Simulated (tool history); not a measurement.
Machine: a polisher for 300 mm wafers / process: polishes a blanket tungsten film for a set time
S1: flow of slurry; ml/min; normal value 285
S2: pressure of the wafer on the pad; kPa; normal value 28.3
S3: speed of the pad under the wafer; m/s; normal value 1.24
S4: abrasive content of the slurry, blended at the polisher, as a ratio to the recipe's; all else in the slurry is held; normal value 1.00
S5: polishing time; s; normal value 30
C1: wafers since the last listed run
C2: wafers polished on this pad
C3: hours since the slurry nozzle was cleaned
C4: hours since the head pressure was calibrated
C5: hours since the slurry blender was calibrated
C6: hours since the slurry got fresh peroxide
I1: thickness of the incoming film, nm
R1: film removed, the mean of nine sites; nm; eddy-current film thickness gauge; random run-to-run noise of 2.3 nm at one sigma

run 1 day=0.000 | S1=285 S2=28.3 S3=1.24 S4=1.00 S5=32 | C1=0 C2=1742 C3=389.2 C4=789.6 C5=140.7 C6=265.4 | I1=727.3 | R1=213.8
run 2 day=2.662 | S1=285 S2=28.3 S3=1.24 S4=1.00 S5=28 | C1=464 C2=2206 C3=453.1 C4=853.5 C5=204.6 C6=329.3 | I1=723.7 | R1=196.0
-- day=3.538 slurry tank refilled with fresh slurry and peroxide
run 3 day=5.158 | S1=285 S2=28.3 S3=1.24 S4=1.00 S5=28 | C1=427 C2=2634 C3=513.0 C4=913.4 C5=264.5 C6=38.9 | I1=710.5 | R1=190.8
-- day=7.246 worn pad replaced by a new one
run 4 day=7.771 | S1=285 S2=28.3 S3=1.24 S4=1.00 S5=28 | C1=426 C2=91 C3=575.7 C4=976.1 C5=327.2 C6=101.6 | I1=713.6 | R1=191.7
run 5 day=9.083 | S1=285 S2=28.3 S3=1.24 S4=1.00 S5=30 | C1=228 C2=320 C3=607.2 C4=1007.6 C5=358.7 C6=133.1 | I1=734.5 | R1=202.4
-- day=9.492 head pressure recalibrated
run 6 day=10.858 | S1=285 S2=28.3 S3=1.24 S4=1.00 S5=30 | C1=294 C2=615 C3=649.8 C4=32.8 C5=401.3 C6=175.7 | I1=729.9 | R1=207.2
-- day=11.354 slurry blender recalibrated
run 7 day=12.046 | S1=285 S2=22.8 S3=0.92 S4=1.00 S5=20 | C1=192 C2=807 C3=678.3 C4=61.3 C5=16.6 C6=204.2 | I1=712.0 | R1=84.0
run 8 day=13.433 | S1=285 S2=28.3 S3=1.24 S4=1.00 S5=30 | C1=241 C2=1049 C3=711.6 C4=94.6 C5=49.9 C6=237.5 | I1=720.2 | R1=206.9
run 9 day=15.138 | S1=285 S2=28.3 S3=1.24 S4=1.20 S5=30 | C1=297 C2=1346 C3=752.5 C4=135.5 C5=90.8 C6=278.4 | I1=720.5 | R1=215.7
run 10 day=17.083 | S1=230 S2=28.3 S3=1.24 S4=0.75 S5=30 | C1=339 C2=1685 C3=799.2 C4=182.2 C5=137.5 C6=325.1 | I1=717.4 | R1=187.6
run 11 day=19.146 | S1=285 S2=24.8 S3=1.24 S4=1.00 S5=26 | C1=359 C2=2044 C3=848.7 C4=231.7 C5=187.0 C6=374.6 | I1=715.9 | R1=158.1
-- day=19.592 slurry nozzle cleaned
run 12 day=21.400 | S1=285 S2=35.9 S3=1.02 S4=1.00 S5=30 | C1=385 C2=2430 C3=43.4 C4=285.8 C5=241.1 C6=428.7 | I1=724.7 | R1=208.5
-- day=22.779 slurry tank refilled with fresh slurry and peroxide
run 13 day=23.221 | S1=285 S2=28.3 S3=1.24 S4=1.00 S5=38 | C1=310 C2=2740 C3=87.1 C4=329.5 C5=284.8 C6=10.6 | I1=712.1 | R1=262.6
-- day=25.329 worn pad replaced by a new one
run 14 day=25.933 | S1=315 S2=28.3 S3=1.24 S4=1.00 S5=30 | C1=443 C2=105 C3=152.2 C4=394.6 C5=349.9 C6=75.7 | I1=730.7 | R1=204.1
run 15 day=28.292 | S1=285 S2=20.7 S3=1.38 S4=1.00 S5=30 | C1=411 C2=516 C3=208.8 C4=451.2 C5=406.5 C6=132.3 | I1=723.6 | R1=176.7
-- day=28.617 slurry blender recalibrated
run 16 day=29.454 | S1=285 S2=28.3 S3=1.54 S4=1.10 S5=30 | C1=188 C2=704 C3=236.7 C4=479.1 C5=20.1 C6=160.2 | I1=722.7 | R1=262.7
run 17 day=32.008 | S1=230 S2=28.3 S3=1.24 S4=0.75 S5=30 | C1=445 C2=1149 C3=298.0 C4=540.4 C5=81.4 C6=221.5 | I1=722.1 | R1=185.3
run 18 day=34.638 | S1=285 S2=28.3 S3=1.24 S4=1.00 S5=32 | C1=458 C2=1607 C3=361.1 C4=603.5 C5=144.5 C6=284.6 | I1=708.5 | R1=217.9
run 19 day=36.279 | S1=285 S2=28.3 S3=1.24 S4=1.00 S5=30 | C1=286 C2=1893 C3=400.5 C4=642.9 C5=183.9 C6=324.0 | I1=723.6 | R1=203.7
run 20 day=37.538 | S1=315 S2=28.3 S3=1.54 S4=1.00 S5=30 | C1=219 C2=2113 C3=430.7 C4=673.1 C5=214.1 C6=354.2 | I1=704.0 | R1=256.9
run 21 day=39.225 | S1=285 S2=18.6 S3=1.24 S4=0.75 S5=23 | C1=294 C2=2407 C3=471.2 C4=713.6 C5=254.6 C6=394.7 | I1=718.2 | R1=102.9
-- day=39.396 slurry tank refilled with fresh slurry and peroxide
run 22 day=41.300 | S1=285 S2=28.3 S3=1.24 S4=1.00 S5=30 | C1=354 C2=2761 C3=521.0 C4=763.4 C5=304.4 C6=45.7 | I1=713.7 | R1=207.5
run 23 day=42.596 | S1=285 S2=28.3 S3=1.24 S4=1.00 S5=30 | C1=225 C2=2987 C3=552.1 C4=794.5 C5=335.5 C6=76.8 | I1=714.0 | R1=208.1
-- day=42.850 worn pad replaced by a new one
run 24 day=45.058 | S1=285 S2=28.3 S3=1.24 S4=0.70 S5=30 | C1=400 C2=385 C3=611.2 C4=853.6 C5=394.6 C6=135.9 | I1=717.9 | R1=191.7
-- day=47.854 slurry blender recalibrated
run 25 day=47.988 | S1=285 S2=18.6 S3=0.82 S4=1.00 S5=30 | C1=495 C2=881 C3=681.5 C4=923.9 C5=3.2 C6=206.2 | I1=714.4 | R1=95.5
run 26 day=49.996 | S1=370 S2=28.3 S3=1.24 S4=1.00 S5=37 | C1=350 C2=1231 C3=729.7 C4=972.1 C5=51.4 C6=254.4 | I1=713.9 | R1=259.5

Hidden state, per run?
removal rate lost through wear of the pad, %: 0 across all the runs
slurry flow missing at the pad, %: 0 across all the runs
deviation of the head's pressure from its setpoint, %: 0 across all the runs
abrasive missing from the slurry, %: 0 across all the runs
peroxide lost from the slurry, %: 0 across all the runs

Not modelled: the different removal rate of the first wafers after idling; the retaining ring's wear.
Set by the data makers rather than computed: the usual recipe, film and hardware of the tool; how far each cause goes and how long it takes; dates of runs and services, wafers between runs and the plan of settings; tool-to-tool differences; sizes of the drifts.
